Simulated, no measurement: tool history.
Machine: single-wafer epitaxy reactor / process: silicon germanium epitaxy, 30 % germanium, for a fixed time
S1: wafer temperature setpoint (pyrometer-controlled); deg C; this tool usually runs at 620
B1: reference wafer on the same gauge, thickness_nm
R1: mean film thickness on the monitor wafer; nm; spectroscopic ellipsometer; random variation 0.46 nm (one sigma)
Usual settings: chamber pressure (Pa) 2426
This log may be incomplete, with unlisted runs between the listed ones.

run 1 hour=0 | S1=620 chamber_pressure_(Pa)=2266 | B1=68.156 | R1=80.311
run 2 hour=56 | S1=620 chamber_pressure_(Pa)=2266 | B1=68.247 | R1=79.659
run 3 hour=138.8 | S1=620 chamber_pressure_(Pa)=2426 | B1=68.088 | R1=82.213
run 4 hour=227.4 | S1=620 chamber_pressure_(Pa)=2426 | B1=68.254 | R1=82.883
run 5 hour=314.7 | S1=620 chamber_pressure_(Pa)=2426 | B1=68.032 | R1=82.309
run 6 hour=376.2 | S1=620 chamber_pressure_(Pa)=2680 | B1=68.035 | R1=86.566
run 7 hour=439 | S1=620 chamber_pressure_(Pa)=2293 | B1=68.043 | R1=80.392
run 8 hour=497.8 | S1=620 chamber_pressure_(Pa)=2253 | B1=67.991 | R1=80.664
run 9 hour=553.9 | S1=620 chamber_pressure_(Pa)=2253 | B1=68.027 | R1=80.142
run 10 hour=599 | S1=620 chamber_pressure_(Pa)=2253 | B1=68.1 | R1=80.193
run 11 hour=643.7 | S1=620 chamber_pressure_(Pa)=2426 | B1=67.984 | R1=83.218
run 12 hour=724.5 | S1=630 chamber_pressure_(Pa)=2426 | B1=68.161 | R1=101.385
run 13 hour=801.3 | S1=627 chamber_pressure_(Pa)=2426 | B1=68.086 | R1=94.995
run 14 hour=862.5 | S1=627 chamber_pressure_(Pa)=2426 | B1=68.256 | R1=95.712
-- hour=939 capacitance manometer re-zeroed and calibrated
run 15 hour=962.7 | S1=620 chamber_pressure_(Pa)=2253 | B1=68.057 | R1=78.409
run 16 hour=1027.7 | S1=607 chamber_pressure_(Pa)=2426 | B1=68.128 | R1=62.56
run 17 hour=1064.4 | S1=620 chamber_pressure_(Pa)=2426 | B1=68.015 | R1=81.336
run 18 hour=1237.1 | S1=620 chamber_pressure_(Pa)=2426 | B1=68.02 | R1=81.566
run 19 hour=1310.1 | S1=626 chamber_pressure_(Pa)=2120 | B1=68.14 | R1=86.933
-- hour=1355.6 pyrometer calibrated
-- hour=1492.1 gauge calibrated
run 20 hour=1503.5 | S1=626 chamber_pressure_(Pa)=2426 | B1=68.058 | R1=92.467
run 21 hour=1608.7 | S1=609 chamber_pressure_(Pa)=2866 | B1=68.28 | R1=70.576
run 22 hour=1656.3 | S1=620 chamber_pressure_(Pa)=1827 | B1=68.107 | R1=72.926
run 23 hour=1713.5 | S1=616 chamber_pressure_(Pa)=1920 | B1=68.024 | R1=68.702
-- hour=1792.1 showerhead replaced
run 24 hour=1803.2 | S1=624 chamber_pressure_(Pa)=2266 | B1=68.317 | R1=85.971
run 25 hour=1885.8 | S1=613 chamber_pressure_(Pa)=2160 | B1=68.176 | R1=68.344
run 26 hour=1956.2 | S1=620 chamber_pressure_(Pa)=2426 | B1=68.203 | R1=82.364
run 27 hour=2104.6 | S1=620 chamber_pressure_(Pa)=2426 | B1=68.091 | R1=82.142
run 28 hour=2166.6 | S1=625 chamber_pressure_(Pa)=1840 | B1=68.087 | R1=81.511
run 29 hour=2271.3 | S1=620 chamber_pressure_(Pa)=2426 | B1=68.204 | R1=83.505

The logged runs with the hidden state left out (each run's random variation unchanged):
Hidden conditions of the tool in this case: wafer temperature above the value expected at the setpoint (K); true pressure above the setpoint (%); gauge reads high (%).
run=1 R1=78.978
run=2 R1=78.272
run=3 R1=80.683
run=4 R1=81.234
run=5 R1=80.568
run=6 R1=84.659
run=7 R1=78.549
run=8 R1=78.747
run=9 R1=78.173
run=10 R1=78.172
run=11 R1=81.068
run=12 R1=98.65
run=13 R1=92.33
run=14 R1=92.945
run=15 R1=78.001
run=16 R1=62.173
run=17 R1=80.788
run=18 R1=80.804
run=19 R1=86.027
run=20 R1=91.238
run=21 R1=69.528
run=22 R1=71.793
run=23 R1=67.577
run=24 R1=84.451
run=25 R1=67.053
run=26 R1=80.725
run=27 R1=80.333
run=28 R1=79.644
run=29 R1=81.467
